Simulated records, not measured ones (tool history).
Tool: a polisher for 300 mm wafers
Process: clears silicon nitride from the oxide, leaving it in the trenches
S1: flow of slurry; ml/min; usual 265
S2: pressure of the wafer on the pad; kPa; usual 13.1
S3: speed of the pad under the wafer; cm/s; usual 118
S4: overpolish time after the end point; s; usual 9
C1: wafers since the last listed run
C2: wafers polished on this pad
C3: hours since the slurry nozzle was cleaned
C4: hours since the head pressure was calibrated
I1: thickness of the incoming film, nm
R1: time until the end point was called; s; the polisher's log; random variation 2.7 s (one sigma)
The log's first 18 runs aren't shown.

| run | hour | S1 | S2 | S3 | S4 | C1 | C2 | C3 | C4 | I1 | R1 |
|---|---|---|---|---|---|---|---|---|---|---|---|
|  | 231.8 | slurry nozzle cleaned |
| 19 | 236.9 | 175 | 13.1 | 150 | 9 | 139 | 580 | 5.1 | 801.6 | 110.5 | 123.3 |
| 20 | 253.1 | 265 | 13.1 | 154 | 7 | 157 | 737 | 21.3 | 817.8 | 109.0 | 114.0 |
|  | 262.2 | worn pad replaced by a new one |
| 21 | 262.7 | 265 | 10.3 | 130 | 9 | 54 | 5 | 30.9 | 827.4 | 109.7 | 157.2 |
| 22 | 279.1 | 325 | 13.1 | 118 | 14 | 159 | 164 | 47.3 | 843.8 | 108.8 | 137.0 |
| 23 | 289.2 | 265 | 16.5 | 118 | 9 | 98 | 263 | 57.4 | 853.9 | 108.3 | 105.2 |
| 24 | 295.5 | 265 | 13.1 | 118 | 9 | 61 | 324 | 63.7 | 860.2 | 109.7 | 137.4 |
| 25 | 309.1 | 340 | 9.0 | 100 | 13 | 132 | 456 | 77.3 | 873.8 | 108.2 | 233.3 |
| 26 | 319.4 | 325 | 17.9 | 100 | 7 | 100 | 556 | 87.6 | 884.1 | 109.0 | 116.9 |
| 27 | 329.1 | 355 | 13.1 | 118 | 9 | 94 | 651 | 97.3 | 893.8 | 108.5 | 139.5 |
| 28 | 340.8 | 265 | 13.1 | 102 | 9 | 113 | 764 | 109.0 | 905.5 | 108.4 | 169.7 |
|  | 348.3 | head pressure recalibrated |
|  | 349.0 | worn pad replaced by a new one |
| 29 | 358.7 | 340 | 9.7 | 98 | 9 | 147 | 94 | 126.9 | 10.4 | 109.7 | 211.1 |
| 30 | 366.4 | 350 | 13.1 | 100 | 9 | 74 | 169 | 134.6 | 18.1 | 111.6 | 167.9 |
| 31 | 379.6 | 265 | 13.1 | 118 | 9 | 128 | 297 | 147.8 | 31.3 | 111.0 | 137.9 |
| 32 | 392.7 | 265 | 16.5 | 156 | 9 | 127 | 424 | 160.9 | 44.4 | 109.9 | 86.7 |
| 33 | 399.1 | 265 | 13.1 | 96 | 9 | 62 | 487 | 167.3 | 50.8 | 110.9 | 172.1 |
| 34 | 415.3 | 335 | 17.9 | 136 | 6 | 157 | 644 | 183.5 | 67.0 | 107.8 | 87.7 |
| 35 | 431.2 | 340 | 9.7 | 98 | 9 | 154 | 799 | 199.4 | 82.9 | 108.9 | 233.0 |
| 36 | 439.8 | 265 | 13.1 | 106 | 9 | 83 | 882 | 208.0 | 91.5 | 109.7 | 167.6 |
|  | 448.2 | worn pad replaced by a new one |
| 37 | 448.7 | 265 | 13.1 | 118 | 9 | 47 | 4 | 216.9 | 100.4 | 109.4 | 139.7 |

Forecast each of these 4 alternatives for the next run:
| A | 449.2 | 265 | 13.1 | 78 | 9 | 4 | 9 | 217.4 | 100.9 | 109.5 | ? |
| B | 449.2 | 265 | 13.1 | 84 | 9 | 4 | 9 | 217.4 | 100.9 | 109.5 | ? |
| C | 449.2 | 235 | 13.1 | 88 | 9 | 4 | 9 | 217.4 | 100.9 | 109.5 | ? |
| D | 449.2 | 265 | 13.1 | 118 | 5 | 4 | 9 | 217.4 | 100.9 | 109.5 | ? |

| run | R1 |
|---|---|
| A | 204.8 |
| B | 190.9 |
| C | 185.3 |
| D | 138.0 |
Without the tool's hidden state the same runs would have given:
| run | R1 |
|---|---|
| A | 201.0 |
| B | 187.4 |
| C | 181.9 |
| D | 135.5 |
